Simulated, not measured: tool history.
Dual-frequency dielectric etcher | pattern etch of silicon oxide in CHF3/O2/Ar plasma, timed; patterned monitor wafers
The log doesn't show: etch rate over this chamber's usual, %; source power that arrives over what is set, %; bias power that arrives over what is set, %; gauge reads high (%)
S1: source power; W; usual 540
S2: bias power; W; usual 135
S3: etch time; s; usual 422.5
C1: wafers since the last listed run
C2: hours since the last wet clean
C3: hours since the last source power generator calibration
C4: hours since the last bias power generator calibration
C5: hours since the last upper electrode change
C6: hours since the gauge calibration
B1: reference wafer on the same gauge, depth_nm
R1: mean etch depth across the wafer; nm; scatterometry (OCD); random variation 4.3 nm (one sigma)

run	hour	S1	S2	S3	C1	C2	C3	C4	C5	C6	B1	R1
1	0	540	135	455	0	9.7	2495	3326.3	3151.2	103	693.5	747.7
2	15.6	540	135	487.5	46	25.3	2510.6	3341.9	3166.8	118.6	693.7	807.9
3	47.9	540	135	422.5	96	57.6	2542.9	3374.2	3199.1	150.9	692.3	697.1
4	91.3	500	135	422.5	129	101	2586.3	3417.6	3242.5	194.3	692.3	669.3
5	128.2	500	135	422.5	110	137.9	2623.2	3454.5	3279.4	231.2	692.5	673.7
6	141.4	540	157	422.5	39	151.1	2636.4	3467.7	3292.6	244.4	693.6	734.5
# hour 185.8: upper electrode replaced
7	186.3	540	157	422.5	62	196	2681.3	3512.6	0.5	289.3	692.3	747.2
8	186.7	540	135	422.5	1	196.4	2681.7	3513	0.9	289.7	694.2	706.3
9	206.9	540	135	422.5	60	216.6	2701.9	3533.2	21.1	309.9	693.6	703.4
10	227.1	540	135	422.5	60	236.8	2722.1	3553.4	41.3	330.1	693.7	712.8
# hour 232: bias power generator calibrated
11	273.5	540	135	422.5	126	283.2	2768.5	41.5	87.7	376.5	693.1	715.9
# hour 296: source power generator calibrated
12	304.6	540	135	422.5	81	314.3	8.6	72.6	118.8	407.6	692.4	725.7
13	316.9	540	135	422.5	36	326.6	20.9	84.9	131.1	419.9	692	719.8
14	340.4	540	135	422.5	70	350.1	44.4	108.4	154.6	443.4	692	714.9
# hour 342.9: gauge calibrated
15	353	540	155	422.5	37	362.7	57	121	167.2	10.1	694	751.2
16	365.7	540	135	510	37	375.4	69.7	133.7	179.9	22.8	692.5	875.9
17	399.4	540	135	455	100	409.1	103.4	167.4	213.6	56.5	693.2	792.9
18	428.1	430	135	477	85	437.8	132.1	196.1	242.3	85.2	692.9	734.5
# hour 458.6: wet clean of the chamber
19	459.1	540	160	508	20	0.5	163.1	227.1	273.3	116.2	691.7	859
20	470.3	430	120	523.5	33	11.7	174.3	238.3	284.5	127.4	692.3	726.4
21	482.3	540	160	508	35	23.7	186.3	250.3	296.5	139.4	691.9	870.1
22	494.5	660	119	422.5	36	35.9	198.5	262.5	308.7	151.6	694.1	748.2
23	514.8	540	103	455	60	56.2	218.8	282.8	329	171.9	692.9	700.6
24	546.6	540	135	422.5	95	88	250.6	314.6	360.8	203.7	693.9	700.1
25	564.9	540	135	422.5	54	106.3	268.9	332.9	379.1	222	693	698.7
26	581.9	490	107	388	50	123.3	285.9	349.9	396.1	239	692.6	572.6
27	610.1	540	135	422.5	84	151.5	314.1	378.1	424.3	267.2	693.1	703.9
28	633.7	540	135	422.5	70	175.1	337.7	401.7	447.9	290.8	692.8	708
29	658.1	620	169	422.5	72	199.5	362.1	426.1	472.3	315.2	693.4	803.4
30	685	540	135	465.5	80	226.4	389	453	499.2	342.1	694.2	779

Some steps in R1 between neighbouring runs. How much of each would the tool show without its hidden state too (settings, what came in, random variation), and how much is left for the hidden state, with any gauge scatter that isn't in both results?
Run 6 -> 7: upper electrode replaced. R1 +12.7 nm: hidden state +4.4, all else +8.3.
Run 15 -> 16: S2 155 -> 135, S3 422.5 -> 510. R1 +124.7 nm: hidden state +7.2, all else +117.5.
Run 18 -> 19: S1 430 -> 540, S2 135 -> 160, S3 477 -> 508, wet clean of the chamber. R1 +124.5 nm: hidden state -42.7, all else +167.2.
Run 19 -> 20: S1 540 -> 430, S2 160 -> 120, S3 508 -> 523.5. R1 -132.6 nm: hidden state +1.3, all else -133.9.
Run 20 -> 21: S1 430 -> 540, S2 120 -> 160, S3 523.5 -> 508. R1 +143.7 nm: hidden state +1.3, all else +142.4.
Run 26 -> 27: S1 490 -> 540, S2 107 -> 135, S3 388 -> 422.5. R1 +131.3 nm: hidden state +4.2, all else +127.1.
